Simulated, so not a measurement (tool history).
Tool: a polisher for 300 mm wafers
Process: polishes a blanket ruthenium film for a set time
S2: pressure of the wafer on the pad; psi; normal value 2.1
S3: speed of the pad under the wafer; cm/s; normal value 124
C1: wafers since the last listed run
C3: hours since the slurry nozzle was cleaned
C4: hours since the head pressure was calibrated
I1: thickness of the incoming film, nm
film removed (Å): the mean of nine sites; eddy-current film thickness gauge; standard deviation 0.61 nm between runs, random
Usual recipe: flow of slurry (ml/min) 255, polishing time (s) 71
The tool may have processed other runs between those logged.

run 1 hour=0.0 | flow_of_slurry_(ml/min)=255 S2=2.1 S3=124 polishing_time_(s)=71 | C1=0 wafers_polished_on_this_pad=121 C3=187.0 C4=1013.9 | I1=550.9 | film_removed_(Å)=891
run 2 hour=14.6 | flow_of_slurry_(ml/min)=255 S2=2.1 S3=124 polishing_time_(s)=71 | C1=186 wafers_polished_on_this_pad=308 C3=201.6 C4=1028.5 | I1=547.0 | film_removed_(Å)=871
run 3 hour=31.0 | flow_of_slurry_(ml/min)=255 S2=2.1 S3=124 polishing_time_(s)=71 | C1=209 wafers_polished_on_this_pad=517 C3=218.0 C4=1044.9 | I1=552.5 | film_removed_(Å)=875
run 4 hour=44.5 | flow_of_slurry_(ml/min)=255 S2=2.1 S3=124 polishing_time_(s)=71 | C1=172 wafers_polished_on_this_pad=689 C3=231.5 C4=1058.4 | I1=548.9 | film_removed_(Å)=862
run 5 hour=55.4 | flow_of_slurry_(ml/min)=300 S2=2.1 S3=102 polishing_time_(s)=71 | C1=139 wafers_polished_on_this_pad=828 C3=242.4 C4=1069.3 | I1=560.8 | film_removed_(Å)=716
-- hour=62.4 worn pad replaced by a new one
run 6 hour=67.3 | flow_of_slurry_(ml/min)=255 S2=2.3 S3=124 polishing_time_(s)=71 | C1=100 wafers_polished_on_this_pad=62 C3=254.3 C4=1081.2 | I1=546.5 | film_removed_(Å)=985
-- hour=99.4 head pressure recalibrated
run 7 hour=99.9 | flow_of_slurry_(ml/min)=255 S2=2.3 S3=124 polishing_time_(s)=71 | C1=390 wafers_polished_on_this_pad=452 C3=286.9 C4=0.5 | I1=542.6 | film_removed_(Å)=930
run 8 hour=107.3 | flow_of_slurry_(ml/min)=255 S2=2.1 S3=124 polishing_time_(s)=71 | C1=94 wafers_polished_on_this_pad=547 C3=294.3 C4=7.9 | I1=559.1 | film_removed_(Å)=848
run 9 hour=118.1 | flow_of_slurry_(ml/min)=295 S2=1.8 S3=124 polishing_time_(s)=71 | C1=137 wafers_polished_on_this_pad=684 C3=305.1 C4=18.7 | I1=538.7 | film_removed_(Å)=766
run 10 hour=127.7 | flow_of_slurry_(ml/min)=295 S2=1.8 S3=124 polishing_time_(s)=71 | C1=122 wafers_polished_on_this_pad=807 C3=314.7 C4=28.3 | I1=556.9 | film_removed_(Å)=768
run 11 hour=143.0 | flow_of_slurry_(ml/min)=255 S2=2.1 S3=124 polishing_time_(s)=71 | C1=195 wafers_polished_on_this_pad=1002 C3=330.0 C4=43.6 | I1=550.7 | film_removed_(Å)=857
-- hour=151.4 worn pad replaced by a new one
run 12 hour=151.9 | flow_of_slurry_(ml/min)=255 S2=2.1 S3=124 polishing_time_(s)=71 | C1=62 wafers_polished_on_this_pad=6 C3=338.9 C4=52.5 | I1=547.2 | film_removed_(Å)=905
run 13 hour=161.1 | flow_of_slurry_(ml/min)=345 S2=2.1 S3=124 polishing_time_(s)=60 | C1=117 wafers_polished_on_this_pad=123 C3=348.1 C4=61.7 | I1=557.9 | film_removed_(Å)=779
run 14 hour=178.6 | flow_of_slurry_(ml/min)=255 S2=2.1 S3=148 polishing_time_(s)=71 | C1=223 wafers_polished_on_this_pad=347 C3=365.6 C4=79.2 | I1=551.8 | film_removed_(Å)=1026
run 15 hour=189.6 | flow_of_slurry_(ml/min)=255 S2=2.1 S3=124 polishing_time_(s)=71 | C1=140 wafers_polished_on_this_pad=487 C3=376.6 C4=90.2 | I1=543.1 | film_removed_(Å)=875
run 16 hour=204.5 | flow_of_slurry_(ml/min)=255 S2=2.1 S3=124 polishing_time_(s)=71 | C1=190 wafers_polished_on_this_pad=677 C3=391.5 C4=105.1 | I1=548.0 | film_removed_(Å)=855
run 17 hour=218.1 | flow_of_slurry_(ml/min)=210 S2=2.4 S3=142 polishing_time_(s)=59 | C1=173 wafers_polished_on_this_pad=851 C3=405.1 C4=118.7 | I1=547.1 | film_removed_(Å)=877
-- hour=230.1 worn pad replaced by a new one
run 18 hour=246.2 | flow_of_slurry_(ml/min)=255 S2=2.1 S3=124 polishing_time_(s)=71 | C1=307 wafers_polished_on_this_pad=205 C3=433.2 C4=146.8 | I1=546.4 | film_removed_(Å)=882
-- hour=247.8 slurry nozzle cleaned
run 19 hour=257.4 | flow_of_slurry_(ml/min)=315 S2=2.1 S3=164 polishing_time_(s)=95 | C1=130 wafers_polished_on_this_pad=335 C3=9.6 C4=158.0 | I1=540.1 | film_removed_(Å)=1581
run 20 hour=273.3 | flow_of_slurry_(ml/min)=295 S2=2.6 S3=124 polishing_time_(s)=62 | C1=202 wafers_polished_on_this_pad=538 C3=25.5 C4=173.9 | I1=550.1 | film_removed_(Å)=933
run 21 hour=290.1 | flow_of_slurry_(ml/min)=255 S2=2.4 S3=124 polishing_time_(s)=87 | C1=214 wafers_polished_on_this_pad=753 C3=42.3 C4=190.7 | I1=549.9 | film_removed_(Å)=1172
-- hour=305.7 worn pad replaced by a new one
run 22 hour=307.5 | flow_of_slurry_(ml/min)=305 S2=2.6 S3=124 polishing_time_(s)=92 | C1=171 wafers_polished_on_this_pad=22 C3=59.7 C4=208.1 | I1=557.2 | film_removed_(Å)=1452
run 23 hour=317.4 | flow_of_slurry_(ml/min)=290 S2=2.1 S3=168 polishing_time_(s)=89 | C1=126 wafers_polished_on_this_pad=148 C3=69.6 C4=218.0 | I1=543.4 | film_removed_(Å)=1535

3 ways to go on from here, each from the tool as it stands after run 23. What would each give?
run A hour=317.8 | flow_of_slurry_(ml/min)=255 S2=2.1 S3=124 polishing_time_(s)=60 | C1=5 wafers_polished_on_this_pad=154 C3=70.0 C4=218.4 | I1=546.6 | film_removed_(Å)=?
run B hour=317.8 | flow_of_slurry_(ml/min)=255 S2=1.9 S3=124 polishing_time_(s)=71 | C1=5 wafers_polished_on_this_pad=154 C3=70.0 C4=218.4 | I1=546.6 | film_removed_(Å)=?
run C hour=317.8 | flow_of_slurry_(ml/min)=255 S2=1.5 S3=124 polishing_time_(s)=71 | C1=5 wafers_polished_on_this_pad=154 C3=70.0 C4=218.4 | I1=546.6 | film_removed_(Å)=?

run=A film_removed_(Å)=746
run=B film_removed_(Å)=810
run=C film_removed_(Å)=664
The same runs, with their run-to-run variation unchanged, on a tool lacking any hidden condition would have given:
run=A film_removed_(Å)=768
run=B film_removed_(Å)=834
run=C film_removed_(Å)=684
